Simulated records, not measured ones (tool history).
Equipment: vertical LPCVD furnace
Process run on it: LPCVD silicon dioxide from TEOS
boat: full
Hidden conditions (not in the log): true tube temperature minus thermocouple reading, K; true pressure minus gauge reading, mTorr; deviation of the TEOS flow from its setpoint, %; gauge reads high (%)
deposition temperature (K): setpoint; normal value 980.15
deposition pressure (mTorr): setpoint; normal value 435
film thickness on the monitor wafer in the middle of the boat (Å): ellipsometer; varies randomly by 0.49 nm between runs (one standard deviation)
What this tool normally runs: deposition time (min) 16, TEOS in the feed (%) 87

run     day  deposition temperature (K)  deposition pressure (mTorr)  deposition time (min)  TEOS in the feed (%)  wafers since the last listed run  hours since the last temperature calibration  hours since the pressure gauge was zeroed  hours since the TEOS flow controller was replaced  hours since the gauge calibration  read-back reference wafer on the same gauge, thickness  film thickness on the monitor wafer in the middle of the boat (Å)
  1       0                      980.15                          435                     16                    97                                 0                                        2105.2                                     2214.3                                             1276.4                                 55                                                  227.02                                                             2099.9
  2   2.896                      980.15                          435                     16                    97                              1044                                        2174.7                                     2283.8                                             1345.9                              124.5                                                  226.93                                                             2094.4
  3   7.075                      987.15                          435                     16                    87                              1506                                          2275                                     2384.1                                             1446.2                              224.8                                                   227.1                                                             2326.9
  4   9.717                      987.15                          435                     16                    87                               952                                        2338.4                                     2447.5                                             1509.6                              288.2                                                  226.76                                                             2316.4
  5  12.425                      980.15                          435                     16                    87                               976                                        2403.4                                     2512.5                                             1574.6                              353.2                                                  227.04                                                             1975.6
     15.171  -- pressure gauge zeroed
  6  15.192                      980.15                          435                     16                    87                               636                                        2469.8                                        0.5                                               1641                              419.6                                                  226.99                                                               2061
  7  18.967                      980.15                          435                     16                    87                              1361                                        2560.4                                       91.1                                             1731.6                              510.2                                                  226.99                                                               2057
  8  21.608                      989.15                          380                   14.5                    93                               952                                        2623.8                                      154.5                                               1795                              573.6                                                  226.96                                                             2212.5
  9  23.875                      984.15                          435                     16                    87                               817                                        2678.2                                      208.9                                             1849.4                                628                                                  226.98                                                             2254.4
     25.592  -- gauge calibrated
 10  25.667                      980.15                          435                     16                    82                               645                                        2721.2                                      251.9                                             1892.4                                1.8                                                  227.01                                                               2010
 11  27.733                      980.15                          350                     16                    87                               745                                        2770.8                                      301.5                                               1942                               51.4                                                  226.96                                                             1854.1
     29.621  -- TEOS flow controller replaced
 12  30.529                      980.15                          435                   19.5                    92                               647                                        2837.9                                      368.6                                               21.8                              118.5                                                  226.85                                                             2599.3
     31.783  -- thermocouples replaced and temperature profile calibrated
 13  34.475                      990.15                          435                     16                    87                              1062                                          64.6                                      463.3                                              116.5                              213.2                                                  226.87                                                             2507.1
 14  41.783                      980.15                          435                     16                    97                              2634                                           240                                      638.7                                              291.9                              388.6                                                   226.8                                                             2112.7
 15  45.121                      971.15                          435                     16                    97                              1203                                         320.1                                      718.8                                                372                              468.7                                                  227.13                                                             1718.2

4 ways to go on from here, each from the tool as it stands after run 15. What would each give?
  A  45.288                      980.15                          435                     16                    87                                60                                         324.1                                      722.8                                                376                              472.7                                                       ?                                                                  ?
  B  45.288                      970.15                          435                     20                    78                                60                                         324.1                                      722.8                                                376                              472.7                                                       ?                                                                  ?
  C  45.288                      980.15                          435                   19.5                    87                                60                                         324.1                                      722.8                                                376                              472.7                                                       ?                                                                  ?
  D  45.288                      976.15                          435                     16                    87                                60                                         324.1                                      722.8                                                376                              472.7                                                       ?                                                                  ?

run  read-back reference wafer on the same gauge, thickness  film thickness on the monitor wafer in the middle of the boat (Å)
  A                                                  226.97                                                             1994.5
  B                                                  226.97                                                               1873
  C                                                  226.97                                                             2430.8
  D                                                  226.97                                                             1819.2
Take away the tool's hidden state, keep each run's random variation, and the runs would have read:
run  film thickness on the monitor wafer in the middle of the boat (Å)
  A                                                             1971.3
  B                                                             1850.8
  C                                                             2402.6
  D                                                             1797.9

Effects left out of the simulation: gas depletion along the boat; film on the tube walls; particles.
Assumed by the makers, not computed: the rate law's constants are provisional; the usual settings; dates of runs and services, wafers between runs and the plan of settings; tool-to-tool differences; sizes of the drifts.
